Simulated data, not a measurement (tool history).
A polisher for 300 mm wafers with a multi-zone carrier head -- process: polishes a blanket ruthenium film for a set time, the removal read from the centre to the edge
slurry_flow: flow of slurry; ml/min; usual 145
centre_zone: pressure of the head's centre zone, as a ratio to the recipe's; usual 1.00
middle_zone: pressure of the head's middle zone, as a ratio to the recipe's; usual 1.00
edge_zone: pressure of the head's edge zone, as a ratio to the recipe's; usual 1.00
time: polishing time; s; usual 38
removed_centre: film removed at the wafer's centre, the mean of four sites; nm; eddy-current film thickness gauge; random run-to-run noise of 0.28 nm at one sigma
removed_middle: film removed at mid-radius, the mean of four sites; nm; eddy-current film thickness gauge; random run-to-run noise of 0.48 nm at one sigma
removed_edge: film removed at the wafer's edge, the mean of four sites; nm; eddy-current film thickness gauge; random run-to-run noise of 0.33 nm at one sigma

run     day  slurry_flow  centre_zone  middle_zone  edge_zone  time  incoming thickness of the incoming film, nm  removed_centre  removed_middle  removed_edge
  1   0.000          145         1.00         1.00       1.00    38                                        334.0            41.9            39.6          38.9
      1.533  -- slurry nozzle cleaned
  2   3.554          145         1.00         1.00       1.00    38                                        340.3            42.6            40.5          39.1
      4.417  -- worn pad replaced by a new one
  3   6.021          145         1.00         1.00       1.00    38                                        332.9            42.3            40.1          39.2
  4   7.983          145         1.00         1.00       1.00    38                                        343.5            43.0            39.0          39.5
  5  11.779          145         1.00         1.00       1.00    38                                        336.5            43.2            40.3          39.6
  6  14.525          145         1.00         1.00       1.00    38                                        344.5            42.8            40.0          39.2
     16.383  -- centre zone pressure recalibrated
  7  16.779          170         1.00         1.00       0.88    38                                        345.5            41.1            41.4          38.0
     19.275  -- carrier head's membrane replaced by a new one
  8  19.621          145         1.04         1.00       1.04    38                                        339.5            42.5            38.9          39.6
     20.896  -- edge zone pressure recalibrated
     23.567  -- slurry nozzle cleaned
  9  23.825          145         1.00         1.08       1.08    38                                        339.7            41.7            41.8          41.0
     25.579  -- worn pad replaced by a new one
 10  27.592          145         1.00         1.00       1.00    38                                        346.0            41.5            39.1          39.6
 11  31.204          145         1.00         1.00       1.00    38                                        338.8            42.4            39.5          39.5
 12  33.162          145         1.11         1.00       1.00    38                                        345.1            47.1            40.4          39.9
 13  36.846          145         1.05         1.00       1.00    31                                        334.4            36.5            32.6          32.3
 14  39.125          145         1.09         0.88       0.88    38                                        341.8            46.2            36.0          36.8
 15  40.738          145         1.06         1.00       1.09    34                                        341.0            40.7            35.3          36.3
     41.454  -- worn pad replaced by a new one
     46.096  -- centre zone pressure recalibrated
     47.054  -- slurry nozzle cleaned
 16  49.508          180         1.00         0.93       1.00    25                                        339.5            27.8            26.0          26.7
 17  53.800          145         1.04         1.00       1.04    38                                        340.4            42.4            40.1          39.5
 18  57.054          170         1.00         0.97       1.00    38                                        342.9            42.4            39.9          40.1
 19  59.412          145         1.00         1.00       1.10    38                                        342.3            42.0            40.0          41.3
     60.508  -- worn pad replaced by a new one
 20  62.771          145         0.92         1.00       1.00    38                                        335.8            38.5            39.8          39.4
 21  65.796          145         0.94         1.00       1.00    28                                        337.7            29.2            29.2          28.8

Here are 5 independent what-if runs from the current tool condition. What would each one return?
  A  65.812          145         1.00         1.00       1.00    38                                        336.8               ?               ?             ?
  B  65.812          130         0.90         1.00       1.00    38                                        336.8               ?               ?             ?
  C  65.812          180         1.04         1.00       1.10    46                                        336.8               ?               ?             ?
  D  65.812          145         1.00         1.00       1.00    47                                        336.8               ?               ?             ?
  E  65.812          160         1.04         1.00       0.95    27                                        336.8               ?               ?             ?

run  removed_centre  removed_middle  removed_edge
  A            41.8            40.5          39.2
  B            36.7            39.7          38.6
  C            54.7            50.7          51.0
  D            51.6            50.1          48.5
  E            31.5            29.2          27.5
Take away the tool's hidden state, keep each run's random variation, and the runs would have read:
run  removed_centre  removed_middle  removed_edge
  A            39.5            40.5          39.2
  B            34.7            39.7          38.6
  C            51.7            50.8          51.0
  D            48.8            50.1          48.5
  E            29.7            29.3          27.5

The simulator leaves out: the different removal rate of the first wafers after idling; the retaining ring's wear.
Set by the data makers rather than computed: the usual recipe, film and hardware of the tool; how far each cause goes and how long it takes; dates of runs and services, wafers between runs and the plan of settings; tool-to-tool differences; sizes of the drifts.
